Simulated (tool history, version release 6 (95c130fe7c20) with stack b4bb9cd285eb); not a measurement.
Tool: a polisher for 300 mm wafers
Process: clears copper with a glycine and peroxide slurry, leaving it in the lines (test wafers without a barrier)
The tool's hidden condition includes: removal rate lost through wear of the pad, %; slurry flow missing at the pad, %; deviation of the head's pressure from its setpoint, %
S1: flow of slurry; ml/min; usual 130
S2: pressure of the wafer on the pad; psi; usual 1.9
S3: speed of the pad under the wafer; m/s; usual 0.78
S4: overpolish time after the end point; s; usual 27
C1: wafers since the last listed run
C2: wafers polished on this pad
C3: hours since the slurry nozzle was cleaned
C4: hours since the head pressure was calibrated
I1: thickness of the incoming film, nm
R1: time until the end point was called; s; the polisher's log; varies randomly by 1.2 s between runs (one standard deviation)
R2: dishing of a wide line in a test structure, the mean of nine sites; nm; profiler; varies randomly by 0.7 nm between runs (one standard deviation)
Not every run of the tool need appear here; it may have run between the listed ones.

run,day,S1,S2,S3,S4,C1,C2,C3,C4,I1,R1,R2
1,0.000,130,1.9,0.78,27,0,726,165.7,596.8,324.8,85.2,52.1
# day 0.358: worn pad replaced by a new one
2,0.429,130,1.9,0.94,15,37,9,176.0,607.1,326.5,78.0,36.1
3,0.758,130,1.9,0.94,15,46,56,183.9,615.0,325.4,77.0,36.0
4,1.354,130,1.9,0.94,15,84,141,198.2,629.3,327.0,77.9,35.4
5,1.808,105,2.2,0.78,27,64,205,209.1,640.2,324.4,84.9,53.1
6,2.371,105,2.2,0.78,27,79,285,222.6,653.7,329.6,86.0,53.6
7,2.629,105,2.2,0.78,27,36,322,228.8,659.9,328.2,84.2,52.7
8,2.942,130,1.9,0.78,36,44,367,236.3,667.4,326.1,88.8,60.6
9,3.633,130,1.9,0.78,36,98,465,252.9,684.0,328.7,89.6,60.8
10,4.221,130,1.9,0.78,36,83,548,267.0,698.1,324.9,88.2,60.5
11,4.783,130,1.9,0.78,20,79,628,280.5,711.6,318.9,86.0,40.4
# day 5.129: worn pad replaced by a new one, of another model than before
12,5.400,85,1.9,0.52,27,63,38,295.3,726.4,320.5,126.7,39.0
13,5.908,130,1.9,0.78,27,72,110,307.5,738.6,322.7,86.9,51.5
14,6.358,130,1.9,0.78,27,63,174,318.3,749.4,324.9,87.0,50.6
15,6.917,130,1.9,0.78,27,79,254,331.7,762.8,323.4,85.3,51.3
16,7.200,130,1.5,0.78,27,40,294,338.5,769.6,322.7,89.6,49.6
17,7.671,130,1.9,1.00,27,66,361,349.8,780.9,319.7,68.2,58.4
18,8.238,130,2.2,0.78,27,80,441,363.4,794.5,328.1,81.5,53.8
# day 8.512: head pressure recalibrated
19,8.783,150,1.9,0.78,27,65,507,376.5,6.5,324.9,85.9,52.6
20,9.079,130,1.9,0.78,27,42,549,383.6,13.6,329.1,87.9,52.6
# day 9.654: slurry nozzle cleaned
21,9.692,130,1.9,0.78,27,81,630,0.9,28.3,328.0,82.1,54.4
22,10.192,130,1.9,0.78,27,71,701,12.9,40.3,322.5,79.5,54.2
# day 10.875: worn pad replaced by a new one
23,10.896,160,1.9,1.00,27,76,2,29.8,57.2,328.5,64.7,60.1
24,11.275,130,1.9,0.78,19,53,56,38.9,66.3,320.1,82.1,41.9
25,11.846,115,1.9,0.90,27,81,137,52.6,80.0,328.2,73.6,56.2
26,12.542,140,1.9,0.78,20,98,236,69.3,96.7,329.5,82.4,43.6
27,12.888,160,2.2,0.78,41,49,285,77.6,105.0,325.4,75.7,72.0
28,13.175,100,2.4,0.56,27,40,326,84.5,111.9,323.2,104.5,45.8
29,13.479,130,1.7,0.78,27,43,370,91.8,119.2,327.5,85.5,51.6
30,14.067,145,1.9,0.78,27,83,453,105.9,133.3,318.9,80.9,53.5
31,14.617,130,1.6,0.50,42,78,531,119.1,146.5,328.9,127.9,55.7
32,15.167,155,1.4,0.92,27,78,609,132.3,159.7,319.2,77.1,54.6
# day 15.767: worn pad replaced by a new one
33,15.788,130,1.9,0.78,27,64,3,147.2,174.6,325.2,83.6,53.7
34,16.092,130,1.9,0.78,27,43,46,154.5,181.9,327.3,85.9,51.7

Selected run-to-run steps in R1, each split into two signed amounts: the part the tool would show with no hidden state at all (from settings, incoming material and random variation), and the remainder, which goes to the hidden state together with any gauge scatter not common to the measured and the hidden-state-free results:
Run 11 -> 12: S1 130 -> 85, S3 0.78 -> 0.52, S4 20 -> 27, worn pad replaced by a new one, of another model than before. R1 +40.7 s: hidden state +2.1, all else +38.6.
Run 12 -> 13: S1 85 -> 130, S3 0.52 -> 0.78. R1 -39.8 s: hidden state -4.2, all else -35.6.
Run 20 -> 21: slurry nozzle cleaned. R1 -5.8 s: hidden state -5.9, all else +0.1.
Run 30 -> 31: S1 145 -> 130, S2 1.9 -> 1.6, S3 0.78 -> 0.50, S4 27 -> 42. R1 +47.0 s: hidden state +1.9, all else +45.1.
Run 31 -> 32: S1 130 -> 155, S2 1.6 -> 1.4, S3 0.50 -> 0.92, S4 42 -> 27. R1 -50.8 s: hidden state -1.7, all else -49.1.
